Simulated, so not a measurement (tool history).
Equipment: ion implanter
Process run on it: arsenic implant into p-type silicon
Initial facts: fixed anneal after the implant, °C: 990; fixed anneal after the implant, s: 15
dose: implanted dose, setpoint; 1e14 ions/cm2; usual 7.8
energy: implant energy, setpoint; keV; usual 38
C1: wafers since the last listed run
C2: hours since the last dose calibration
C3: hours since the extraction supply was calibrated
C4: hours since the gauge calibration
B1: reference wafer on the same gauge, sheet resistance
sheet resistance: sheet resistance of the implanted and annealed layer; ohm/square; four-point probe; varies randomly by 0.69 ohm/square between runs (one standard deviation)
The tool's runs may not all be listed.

Run 1, hour 0: usual settings; C1 0; C2 639.5; C3 1937.9; C4 67; B1 113.84. Result: sheet resistance 128.32 ohm/square.
Run 2, hour 69.5: usual settings; C1 849; C2 709; C3 2007.4; C4 136.5; B1 113.87. Result: sheet resistance 127.47 ohm/square.
Run 3, hour 110.5: usual settings; C1 500; C2 750; C3 2048.4; C4 177.5; B1 114.11. Result: sheet resistance 128.81 ohm/square.
Run 4, hour 163.7: usual settings; C1 649; C2 803.2; C3 2101.6; C4 230.7; B1 114.04. Result: sheet resistance 129.04 ohm/square.
Run 5, hour 270.6: usual settings; C1 1305; C2 910.1; C3 2208.5; C4 337.6; B1 114.03. Result: sheet resistance 128.98 ohm/square.
Run 6, hour 313.1: usual settings; C1 519; C2 952.6; C3 2251; C4 380.1; B1 114.07. Result: sheet resistance 128.48 ohm/square.
Run 7, hour 397.1: usual settings; C1 1026; C2 1036.6; C3 2335; C4 464.1; B1 113.97. Result: sheet resistance 129.25 ohm/square.
Run 8, hour 497.3: usual settings; C1 1224; C2 1136.8; C3 2435.2; C4 564.3; B1 113.97. Result: sheet resistance 129.96 ohm/square.
At hour 587.6: gauge calibrated.
Run 9, hour 603.9: usual settings but energy 31.5 keV; C1 1302; C2 1243.4; C3 2541.8; C4 16.3; B1 114.24. Result: sheet resistance 133.55 ohm/square.
Run 10, hour 667.3: usual settings but dose 9.65 1e14 ions/cm2, energy 43 keV; C1 774; C2 1306.8; C3 2605.2; C4 79.7; B1 113.83. Result: sheet resistance 107.41 ohm/square.
At hour 721.5: Faraday cup replaced and dose calibrated.
Run 11, hour 761.8: usual settings but dose 6.47 1e14 ions/cm2, energy 26 keV; C1 1056; C2 40.3; C3 2699.7; C4 174.2; B1 114.09. Result: sheet resistance 161.17 ohm/square.
At hour 840.3: extraction supply calibrated.
Run 12, hour 841.3: usual settings but dose 9.76 1e14 ions/cm2, energy 34 keV; C1 873; C2 119.8; C3 1; C4 253.7; B1 114.15. Result: sheet resistance 114.23 ohm/square.
Run 13, hour 940.8: usual settings but dose 8.81 1e14 ions/cm2, energy 50 keV; C1 1215; C2 219.3; C3 100.5; C4 353.2; B1 113.95. Result: sheet resistance 111.63 ohm/square.
Run 14, hour 1016.1: usual settings but energy 31.5 keV; C1 919; C2 294.6; C3 175.8; C4 428.5; B1 114.14. Result: sheet resistance 133.82 ohm/square.
Run 15, hour 1060.4: usual settings but dose 6.21 1e14 ions/cm2, energy 32.5 keV; C1 541; C2 338.9; C3 220.1; C4 472.8; B1 114.16. Result: sheet resistance 157.76 ohm/square.
Run 16, hour 1151.6: usual settings but energy 43.5 keV; C1 1114; C2 430.1; C3 311.3; C4 564; B1 113.96. Result: sheet resistance 125.05 ohm/square.
Run 17, hour 1222.6: usual settings but dose 6.8 1e14 ions/cm2, energy 49 keV; C1 867; C2 501.1; C3 382.3; C4 635; B1 114.09. Result: sheet resistance 136.71 ohm/square.

What if the next run were any one of these 3? Each begins from the tool's condition after run 17:
Run A, hour 1223: usual settings but energy 28 keV; C1 4; C2 501.5; C3 382.7; C4 635.4; B1 ?. Result: sheet resistance ?.
Run B, hour 1223: usual settings but dose 10.08 1e14 ions/cm2; C1 4; C2 501.5; C3 382.7; C4 635.4; B1 ?. Result: sheet resistance ?.
Run C, hour 1223: usual settings but dose 6.07 1e14 ions/cm2, energy 50.5 keV; C1 4; C2 501.5; C3 382.7; C4 635.4; B1 ?. Result: sheet resistance ?.

run      B1  sheet resistance
  A  114.04            138.04
  B  114.04            107.93
  C  114.04            148.59
Without the tool's unlogged condition, the same runs would have read:
run  sheet resistance
  A            138.04
  B            107.93
  C            148.59
